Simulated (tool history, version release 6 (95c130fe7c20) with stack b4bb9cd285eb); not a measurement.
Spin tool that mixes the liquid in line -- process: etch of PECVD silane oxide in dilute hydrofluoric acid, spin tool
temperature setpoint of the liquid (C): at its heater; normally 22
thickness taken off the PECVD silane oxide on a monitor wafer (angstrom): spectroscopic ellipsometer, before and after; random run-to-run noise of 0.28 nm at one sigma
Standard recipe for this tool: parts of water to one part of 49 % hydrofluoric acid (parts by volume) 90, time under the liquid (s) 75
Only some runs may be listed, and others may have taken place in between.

run,hour,temperature setpoint of the liquid (C),parts of water to one part of 49 % hydrofluoric acid (parts by volume),time under the liquid (s),"read-back film thickness of the PECVD silane oxide reference wafer, read on the same gauge (nm)",thickness taken off the PECVD silane oxide on a monitor wafer (angstrom)
1,0,22,90,75,119.95,379.6
2,70.1,22,90,75,120.01,383
3,103,22,90,75,119.97,377.4
# hour 106: thermometer replaced
4,161.3,22,90,75,119.98,395.2
5,232.7,22,70,75,119.99,519.6
6,273.5,22,90,75,120.01,396.7
7,336.7,22,80,55,119.96,328.7
# hour 380.6: hydrofluoric acid flow meter replaced
8,390.8,22,80,55,119.95,325.3
9,422.5,22,80,55,119.97,326.5
10,481.7,22,90,75,120,387.3
11,512.2,26,80,75,119.98,514.3
# hour 539.1: gauge calibrated
12,560.9,22,90,75,120,382
13,679.9,22,65,75,120.01,544.7
14,716,22,80,55,120.02,322.4
# hour 724.6: thermometer replaced
15,743.5,22,60,105,120.01,871.7
16,778.9,22,125,75,120.02,275.4
17,937.5,24.5,90,75,120.02,432.8
18,980.4,25,130,75,119.97,292.3

Here are 4 independent what-if runs from the current tool condition. What would each one return?
A,980.8,22,90,75,?,?
B,980.8,20.5,130,75,?,?
C,980.8,18,115,35,?,?
D,980.8,22,90,120,?,?

run,"read-back film thickness of the PECVD silane oxide reference wafer, read on the same gauge (nm)",thickness taken off the PECVD silane oxide on a monitor wafer (angstrom)
A,120.01,387.6
B,120.01,241.4
C,120.01,116.8
D,120.01,620.1
What these runs would have given with no unlogged condition in the tool:
run,thickness taken off the PECVD silane oxide on a monitor wafer (angstrom)
A,394.2
B,245.5
C,118.8
D,630.8
